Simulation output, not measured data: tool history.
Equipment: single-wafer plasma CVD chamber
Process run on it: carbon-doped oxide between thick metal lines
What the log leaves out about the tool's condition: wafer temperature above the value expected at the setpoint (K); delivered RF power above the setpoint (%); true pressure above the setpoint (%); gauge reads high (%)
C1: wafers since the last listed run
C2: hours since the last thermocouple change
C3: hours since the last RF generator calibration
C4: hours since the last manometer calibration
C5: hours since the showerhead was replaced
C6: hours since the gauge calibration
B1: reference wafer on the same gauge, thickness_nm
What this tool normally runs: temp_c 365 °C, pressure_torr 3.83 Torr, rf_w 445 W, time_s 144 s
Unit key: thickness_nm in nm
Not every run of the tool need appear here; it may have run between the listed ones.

Run 1, hour 0.0: usual settings but pressure_torr 3.35 Torr; C1 0; C2 1722.8; C3 1070.2; C4 1138.6; C5 3171.3; C6 711.3; B1 620.356. Result: thickness_nm 568.841 nm.
Run 2, hour 67.8: usual settings but pressure_torr 3.35 Torr; C1 640; C2 1790.6; C3 1138.0; C4 1206.4; C5 3239.1; C6 779.1; B1 620.206. Result: thickness_nm 565.152 nm.
Run 3, hour 100.0: usual settings; C1 304; C2 1822.8; C3 1170.2; C4 1238.6; C5 3271.3; C6 811.3; B1 620.134. Result: thickness_nm 573.348 nm.
Run 4, hour 157.3: usual settings; C1 541; C2 1880.1; C3 1227.5; C4 1295.9; C5 3328.6; C6 868.6; B1 619.569. Result: thickness_nm 580.258 nm.
Run 5, hour 192.7: usual settings; C1 334; C2 1915.5; C3 1262.9; C4 1331.3; C5 3364.0; C6 904.0; B1 620.978. Result: thickness_nm 573.828 nm.
Run 6, hour 242.8: usual settings but rf_w 485 W; C1 473; C2 1965.6; C3 1313.0; C4 1381.4; C5 3414.1; C6 954.1; B1 619.501. Result: thickness_nm 605.527 nm.
Run 7, hour 285.5: usual settings but rf_w 485 W; C1 403; C2 2008.3; C3 1355.7; C4 1424.1; C5 3456.8; C6 996.8; B1 619.318. Result: thickness_nm 602.346 nm.
Run 8, hour 324.2: usual settings but rf_w 485 W; C1 365; C2 2047.0; C3 1394.4; C4 1462.8; C5 3495.5; C6 1035.5; B1 619.525. Result: thickness_nm 606.241 nm.
Run 9, hour 373.5: usual settings but pressure_torr 4.31 Torr; C1 465; C2 2096.3; C3 1443.7; C4 1512.1; C5 3544.8; C6 1084.8; B1 619.452. Result: thickness_nm 582.312 nm.
Run 10, hour 417.2: usual settings but pressure_torr 3.58 Torr; C1 412; C2 2140.0; C3 1487.4; C4 1555.8; C5 3588.5; C6 1128.5; B1 619.716. Result: thickness_nm 568.533 nm.
Run 11, hour 445.9: usual settings but pressure_torr 3.58 Torr; C1 271; C2 2168.7; C3 1516.1; C4 1584.5; C5 3617.2; C6 1157.2; B1 620.445. Result: thickness_nm 571.119 nm.
At hour 454.9: thermocouple changed; heater temperature recalibrated.
Run 12, hour 479.6: usual settings but time_s 126 s; C1 242; C2 24.7; C3 1549.8; C4 1618.2; C5 3650.9; C6 1190.9; B1 620.433. Result: thickness_nm 498.922 nm.
Run 13, hour 542.4: usual settings but time_s 126 s; C1 593; C2 87.5; C3 1612.6; C4 1681.0; C5 3713.7; C6 1253.7; B1 618.924. Result: thickness_nm 500.446 nm.
Run 14, hour 606.9: usual settings but time_s 132 s; C1 609; C2 152.0; C3 1677.1; C4 1745.5; C5 3778.2; C6 1318.2; B1 621.839. Result: thickness_nm 520.998 nm.
At hour 627.1: capacitance manometer re-zeroed and calibrated.
At hour 633.9: showerhead replaced, of another model than before.
Run 15, hour 655.4: usual settings but temp_c 352 °C, time_s 153 s; C1 319; C2 200.5; C3 1725.6; C4 28.3; C5 21.5; C6 1366.7; B1 619.415. Result: thickness_nm 629.803 nm.
At hour 700.8: RF generator calibrated.
Run 16, hour 708.5: usual settings; C1 426; C2 253.6; C3 7.7; C4 81.4; C5 74.6; C6 1419.8; B1 618.489. Result: thickness_nm 590.524 nm.
Run 17, hour 775.5: usual settings; C1 632; C2 320.6; C3 74.7; C4 148.4; C5 141.6; C6 1486.8; B1 620.375. Result: thickness_nm 590.941 nm.
Run 18, hour 973.3: usual settings; C1 1868; C2 518.4; C3 272.5; C4 346.2; C5 339.4; C6 1684.6; B1 618.920. Result: thickness_nm 595.139 nm.
At hour 985.3: gauge calibrated.
Run 19, hour 1032.2: usual settings; C1 556; C2 577.3; C3 331.4; C4 405.1; C5 398.3; C6 46.9; B1 619.606. Result: thickness_nm 593.135 nm.
Run 20, hour 1089.2: usual settings but pressure_torr 4.33 Torr, rf_w 360 W; C1 538; C2 634.3; C3 388.4; C4 462.1; C5 455.3; C6 103.9; B1 621.110. Result: thickness_nm 554.715 nm.
Run 21, hour 1158.5: usual settings but pressure_torr 3.51 Torr; C1 654; C2 703.6; C3 457.7; C4 531.4; C5 524.6; C6 173.2; B1 620.298. Result: thickness_nm 590.752 nm.
Run 22, hour 1210.7: usual settings but rf_w 385 W; C1 493; C2 755.8; C3 509.9; C4 583.6; C5 576.8; C6 225.4; B1 620.026. Result: thickness_nm 562.815 nm.
Run 23, hour 1266.3: usual settings but temp_c 350 °C, pressure_torr 4.56 Torr; C1 525; C2 811.4; C3 565.5; C4 639.2; C5 632.4; C6 281.0; B1 620.160. Result: thickness_nm 616.120 nm.
Run 24, hour 1292.3: usual settings; C1 245; C2 837.4; C3 591.5; C4 665.2; C5 658.4; C6 307.0; B1 618.679. Result: thickness_nm 589.919 nm.
Run 25, hour 1326.0: usual settings but temp_c 369 °C; C1 318; C2 871.1; C3 625.2; C4 698.9; C5 692.1; C6 340.7; B1 620.280. Result: thickness_nm 579.786 nm.
Run 26, hour 1365.9: usual settings but pressure_torr 4.61 Torr, rf_w 490 W; C1 376; C2 911.0; C3 665.1; C4 738.8; C5 732.0; C6 380.6; B1 619.418. Result: thickness_nm 615.763 nm.

Each row is a separate what-if for the run after 26, all from the same tool condition, not one after another. Results?
Run A, hour 1366.3: usual settings but time_s 130 s; C1 3; C2 911.4; C3 665.5; C4 739.2; C5 732.4; C6 381.0; B1 ?. Result: thickness_nm ?.
Run B, hour 1366.3: usual settings but pressure_torr 4.39 Torr, rf_w 490 W; C1 3; C2 911.4; C3 665.5; C4 739.2; C5 732.4; C6 381.0; B1 ?. Result: thickness_nm ?.
Run C, hour 1366.3: usual settings but pressure_torr 4.45 Torr, rf_w 400 W; C1 3; C2 911.4; C3 665.5; C4 739.2; C5 732.4; C6 381.0; B1 ?. Result: thickness_nm ?.
Run D, hour 1366.3: usual settings but temp_c 377 °C, time_s 166 s; C1 3; C2 911.4; C3 665.5; C4 739.2; C5 732.4; C6 381.0; B1 ?. Result: thickness_nm ?.
Run E, hour 1366.3: usual settings but pressure_torr 4.72 Torr, rf_w 370 W, time_s 164 s; C1 3; C2 911.4; C3 665.5; C4 739.2; C5 732.4; C6 381.0; B1 ?. Result: thickness_nm ?.

run       B1  thickness_nm
  A  621.120       533.738
  B  621.120       618.309
  C  621.120       576.952
  D  621.120       663.655
  E  621.120       643.591
What these runs would have given with no unlogged condition in the tool:
run  thickness_nm
  A       539.466
  B       624.024
  C       583.144
  D       670.779
  E       650.499
